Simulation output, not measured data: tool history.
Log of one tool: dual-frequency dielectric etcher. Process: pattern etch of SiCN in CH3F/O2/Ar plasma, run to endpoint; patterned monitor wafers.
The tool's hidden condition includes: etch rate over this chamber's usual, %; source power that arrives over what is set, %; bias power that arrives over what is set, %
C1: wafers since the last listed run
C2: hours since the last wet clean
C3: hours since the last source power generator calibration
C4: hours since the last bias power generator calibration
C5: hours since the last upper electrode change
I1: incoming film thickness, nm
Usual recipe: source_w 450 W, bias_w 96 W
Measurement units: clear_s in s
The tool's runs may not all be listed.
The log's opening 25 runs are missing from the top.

Run 26, hour 1773.8: usual settings but source_w 400 W, bias_w 112 W; C1 646; C2 158.1; C3 624.3; C4 525.5; C5 1277.2; I1 13.38. Result: clear_s 30.9 s.
Run 27, hour 1822.4: usual settings but source_w 530 W; C1 530; C2 206.7; C3 672.9; C4 574.1; C5 1325.8; I1 13.41. Result: clear_s 29.5 s.
Run 28, hour 1894.6: usual settings; C1 788; C2 278.9; C3 745.1; C4 646.3; C5 1398.0; I1 13.57. Result: clear_s 31.8 s.
Run 29, hour 1952.1: usual settings but source_w 480 W, bias_w 85 W; C1 628; C2 336.4; C3 802.6; C4 703.8; C5 1455.5; I1 13.47. Result: clear_s 32.3 s.
Run 30, hour 2026.7: usual settings; C1 814; C2 411.0; C3 877.2; C4 778.4; C5 1530.1; I1 13.48. Result: clear_s 31.8 s.
Run 31, hour 2064.9: usual settings but source_w 350 W, bias_w 112 W; C1 417; C2 449.2; C3 915.4; C4 816.6; C5 1568.3; I1 13.41. Result: clear_s 32.9 s.
Run 32, hour 2102.4: usual settings; C1 409; C2 486.7; C3 952.9; C4 854.1; C5 1605.8; I1 13.51. Result: clear_s 31.6 s.
Run 33, hour 2190.6: usual settings but source_w 410 W, bias_w 87 W; C1 963; C2 574.9; C3 1041.1; C4 942.3; C5 1694.0; I1 13.72. Result: clear_s 34.6 s.
Run 34, hour 2233.5: usual settings; C1 468; C2 617.8; C3 1084.0; C4 985.2; C5 1736.9; I1 13.42. Result: clear_s 31.5 s.
At hour 2274.0: wet clean of the chamber.
Run 35, hour 2284.8: usual settings; C1 298; C2 10.8; C3 1135.3; C4 1036.5; C5 1788.2; I1 13.65. Result: clear_s 32.1 s.
Run 36, hour 2341.4: usual settings but source_w 390 W, bias_w 107 W; C1 618; C2 67.4; C3 1191.9; C4 1093.1; C5 1844.8; I1 13.42. Result: clear_s 31.9 s.

Predict each of these 3 candidate next runs independently; none follows another, all start after run 36:
Run A, hour 2341.8: usual settings but source_w 500 W; C1 4; C2 67.8; C3 1192.3; C4 1093.5; C5 1845.2; I1 13.45. Result: clear_s ?.
Run B, hour 2341.8: usual settings but source_w 510 W, bias_w 85 W; C1 4; C2 67.8; C3 1192.3; C4 1093.5; C5 1845.2; I1 13.45. Result: clear_s ?.
Run C, hour 2341.8: usual settings but source_w 510 W; C1 4; C2 67.8; C3 1192.3; C4 1093.5; C5 1845.2; I1 13.45. Result: clear_s ?.

run  clear_s
  A     30.2
  B     31.4
  C     30.0
What these runs would have given with no unlogged condition in the tool:
run  clear_s
  A     29.9
  B     31.1
  C     29.7

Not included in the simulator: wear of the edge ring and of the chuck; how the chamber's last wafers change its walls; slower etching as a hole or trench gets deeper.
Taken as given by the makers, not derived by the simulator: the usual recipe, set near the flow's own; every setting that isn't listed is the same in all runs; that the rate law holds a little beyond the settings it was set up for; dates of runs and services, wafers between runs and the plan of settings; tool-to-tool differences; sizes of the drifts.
